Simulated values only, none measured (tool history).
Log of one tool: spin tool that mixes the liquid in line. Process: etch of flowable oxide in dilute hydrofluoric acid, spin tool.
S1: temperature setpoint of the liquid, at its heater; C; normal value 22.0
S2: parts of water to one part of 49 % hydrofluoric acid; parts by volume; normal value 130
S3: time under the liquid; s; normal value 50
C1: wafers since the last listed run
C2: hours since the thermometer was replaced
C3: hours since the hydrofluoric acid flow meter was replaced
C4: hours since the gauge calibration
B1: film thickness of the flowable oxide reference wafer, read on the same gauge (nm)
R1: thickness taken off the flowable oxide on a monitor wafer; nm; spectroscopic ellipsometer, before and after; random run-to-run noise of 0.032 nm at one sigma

run,day,S1,S2,S3,C1,C2,C3,C4,B1,R1
1,0.000,22.0,130,50,0,89.4,700.0,927.3,131.57,7.74
2,2.204,22.0,130,50,792,142.3,752.9,980.2,131.61,7.69
3,3.933,22.0,130,50,621,183.8,794.4,1021.7,131.66,7.73
4,6.067,22.0,130,50,767,235.0,845.6,1072.9,131.70,7.73
5,9.912,22.0,130,50,1382,327.3,937.9,1165.2,131.77,7.75
6,13.992,22.0,130,50,1466,425.2,1035.8,1263.1,131.82,7.75
7,18.058,22.0,130,50,1462,522.8,1133.4,1360.7,131.88,7.75
# day 18.862: thermometer replaced
8,20.958,22.0,130,50,1027,50.3,1203.0,1430.3,131.92,7.73
9,24.796,22.0,130,50,1379,142.4,1295.1,1522.4,131.95,7.79
10,26.617,22.0,175,35,654,186.1,1338.8,1566.1,131.98,3.85
11,30.125,22.0,175,35,1261,270.3,1423.0,1650.3,132.01,3.84
12,32.150,22.0,130,50,728,318.9,1471.6,1698.9,132.01,7.75
13,34.825,17.0,100,50,961,383.1,1535.8,1763.1,132.05,8.52
14,37.729,22.0,130,50,1044,452.8,1605.5,1832.8,132.04,7.72
# day 38.521: thermometer replaced
15,42.229,22.0,130,50,1603,89.0,1713.5,1940.8,132.09,7.72
# day 43.088: gauge calibrated
16,43.900,22.0,95,50,600,129.1,1753.6,19.5,130.11,10.87
# day 47.517: hydrofluoric acid flow meter replaced
17,47.883,22.0,130,30,1417,224.7,8.8,115.1,130.39,4.61
18,50.375,22.0,130,50,895,284.5,68.6,174.9,130.61,7.68
19,52.642,23.5,130,50,815,338.9,123.0,229.3,130.71,8.16

Run 20 is up next; what results do you expect?
20,56.133,25.5,175,30,1255,422.7,206.8,313.1,?,?

For run 20 the tool returned B1 130.90, R1 3.74 nm.
On a tool with no hidden condition, and with the same random variation, this run would have come out at R1 3.72 nm.
